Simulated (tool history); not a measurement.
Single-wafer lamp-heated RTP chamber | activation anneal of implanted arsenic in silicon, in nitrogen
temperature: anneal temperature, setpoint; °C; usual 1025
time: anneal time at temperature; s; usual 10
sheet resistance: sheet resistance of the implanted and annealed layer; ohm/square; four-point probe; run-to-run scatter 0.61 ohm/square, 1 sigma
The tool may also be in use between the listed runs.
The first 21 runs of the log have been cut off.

| run | hour | temperature | time | wafers since the last listed run | wafers since the last pyrometer calibration | wafers since the reflector plate was cleaned | hours since the gauge calibration | read-back reference wafer on the same gauge, sheet resistance | sheet resistance |
|---|---|---|---|---|---|---|---|---|---|
| 22 | 1617.8 | 1025 | 12 | 989 | 10986 | 10715 | 1202.2 | 462.29 | 405.6 |
| 23 | 1707.7 | 1025 | 10 | 1782 | 12769 | 12497 | 1292.1 | 462.57 | 406.25 |
|  | 1760.4 | reflector plate cleaned |
| 24 | 1787.7 | 1025 | 10 | 1427 | 14196 | 541 | 1372.1 | 462.32 | 407.83 |
|  | 1816.7 | pyrometer window cleaned and pyrometer calibrated |
| 25 | 1832.5 | 1004 | 10 | 729 | 312 | 1271 | 1416.9 | 462.66 | 409.27 |
| 26 | 1929.2 | 1003 | 5 | 1916 | 2229 | 3187 | 1513.6 | 462.73 | 413.12 |
| 27 | 1995.3 | 1025 | 7 | 1310 | 3540 | 4498 | 1579.7 | 463.14 | 409.59 |
| 28 | 2102.8 | 1025 | 16 | 2131 | 5671 | 6629 | 1687.2 | 463.08 | 405.17 |
| 29 | 2163.3 | 1025 | 10 | 1199 | 6870 | 7828 | 1747.7 | 463.53 | 407.46 |
| 30 | 2208 | 1009 | 13 | 886 | 7756 | 8714 | 1792.4 | 463.82 | 408.11 |
| 31 | 2298.2 | 1014 | 13 | 1788 | 9544 | 10502 | 1882.6 | 463.44 | 407.7 |
| 32 | 2396.8 | 1015 | 7 | 1954 | 11499 | 12457 | 1981.2 | 463.87 | 410.28 |
|  | 2432.9 | pyrometer window cleaned and pyrometer calibrated |
| 33 | 2459.6 | 1050 | 7 | 1086 | 528 | 13543 | 2044 | 464.24 | 407.02 |
|  | 2475.3 | reflector plate cleaned |
| 34 | 2539.4 | 1039 | 13 | 1423 | 1951 | 1270 | 2123.8 | 464.19 | 404.99 |
| 35 | 2583 | 1025 | 8 | 864 | 2816 | 2134 | 2167.4 | 464.29 | 408.19 |

5 options for the next run, each taken on its own from the tool as it stands now. Forecast them:
| A | 2583.4 | 1042 | 10 | 7 | 2823 | 2142 | 2167.8 | ? | ? |
| B | 2583.4 | 1001 | 8 | 7 | 2823 | 2142 | 2167.8 | ? | ? |
| C | 2583.4 | 1053 | 4 | 7 | 2823 | 2142 | 2167.8 | ? | ? |
| D | 2583.4 | 1015 | 8 | 7 | 2823 | 2142 | 2167.8 | ? | ? |
| E | 2583.4 | 1048 | 13 | 7 | 2823 | 2142 | 2167.8 | ? | ? |

| run | read-back reference wafer on the same gauge, sheet resistance | sheet resistance |
|---|---|---|
| A | 464.28 | 406.25 |
| B | 464.28 | 412.1 |
| C | 464.28 | 409.84 |
| D | 464.28 | 410.64 |
| E | 464.28 | 403.64 |
Stripped of hidden state, with their random variation kept, the same runs would have yielded:
| run | sheet resistance |
|---|---|
| A | 404.28 |
| B | 410.11 |
| C | 407.85 |
| D | 408.65 |
| E | 401.69 |
